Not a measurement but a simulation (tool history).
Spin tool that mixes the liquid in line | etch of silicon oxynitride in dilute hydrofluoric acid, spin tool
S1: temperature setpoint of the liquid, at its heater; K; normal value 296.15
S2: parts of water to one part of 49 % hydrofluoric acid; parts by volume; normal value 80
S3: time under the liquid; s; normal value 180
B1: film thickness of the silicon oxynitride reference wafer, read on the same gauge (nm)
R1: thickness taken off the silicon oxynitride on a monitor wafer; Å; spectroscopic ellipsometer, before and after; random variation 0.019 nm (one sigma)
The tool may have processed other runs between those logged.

Run 1, day 0.000: usual settings; B1 39.994. Result: R1 23.17 Å.
Run 2, day 0.467: usual settings; B1 40.017. Result: R1 23.01 Å.
Run 3, day 2.329: usual settings; B1 39.999. Result: R1 23.12 Å.
Run 4, day 3.062: usual settings; B1 39.978. Result: R1 22.96 Å.
Run 5, day 3.775: usual settings; B1 40.002. Result: R1 22.97 Å.
Run 6, day 4.042: usual settings but S3 150 s; B1 39.993. Result: R1 19.15 Å.
Run 7, day 4.392: usual settings but S3 150 s; B1 39.989. Result: R1 18.90 Å.
Run 8, day 4.888: usual settings but S3 110 s; B1 40.027. Result: R1 14.04 Å.
Run 9, day 5.467: usual settings but S3 110 s; B1 39.958. Result: R1 14.06 Å.
Run 10, day 5.858: usual settings but S3 110 s; B1 40.014. Result: R1 14.10 Å.
Run 11, day 6.308: usual settings but S2 70 parts by volume; B1 40.001. Result: R1 26.36 Å.
Run 12, day 6.917: usual settings but S2 70 parts by volume; B1 39.976. Result: R1 26.23 Å.
Run 13, day 7.508: usual settings but S2 65 parts by volume; B1 40.023. Result: R1 28.19 Å.
At day 7.875: hydrofluoric acid flow meter replaced.
Run 14, day 9.617: usual settings but S2 65 parts by volume; B1 40.018. Result: R1 31.77 Å.
Run 15, day 9.900: usual settings but S2 65 parts by volume; B1 40.031. Result: R1 31.76 Å.
Run 16, day 10.450: usual settings but S1 300.15 K; B1 39.957. Result: R1 31.16 Å.
Run 17, day 10.800: usual settings but S1 294.15 K, S3 290 s; B1 39.997. Result: R1 37.08 Å.
At day 11.062: gauge calibrated.
At day 11.354: thermometer replaced.
Run 18, day 11.438: usual settings but S1 300.65 K, S2 65 parts by volume; B1 40.026. Result: R1 44.19 Å.
Run 19, day 11.700: usual settings but S2 120 parts by volume; B1 40.000. Result: R1 18.42 Å.
Run 20, day 12.254: usual settings but S1 293.15 K, S2 110 parts by volume, S3 135 s; B1 39.994. Result: R1 13.17 Å.
Run 21, day 12.650: usual settings but S1 297.65 K, S3 210 s; B1 39.980. Result: R1 35.63 Å.
Run 22, day 13.038: usual settings but S1 293.65 K, S2 105 parts by volume, S3 260 s; B1 40.019. Result: R1 27.33 Å.
Run 23, day 13.300: usual settings; B1 40.004. Result: R1 28.37 Å.

Run 24 is up next; what results do you expect?
Run 24, day 13.967: usual settings but S1 298.15 K, S2 45 parts by volume, S3 95 s; B1 ?. Result: R1 ?.

B1: 40.022
R1: 30.24 Å
The same run, on a tool lacking any hidden state, would have yielded R1 31.42 Å.

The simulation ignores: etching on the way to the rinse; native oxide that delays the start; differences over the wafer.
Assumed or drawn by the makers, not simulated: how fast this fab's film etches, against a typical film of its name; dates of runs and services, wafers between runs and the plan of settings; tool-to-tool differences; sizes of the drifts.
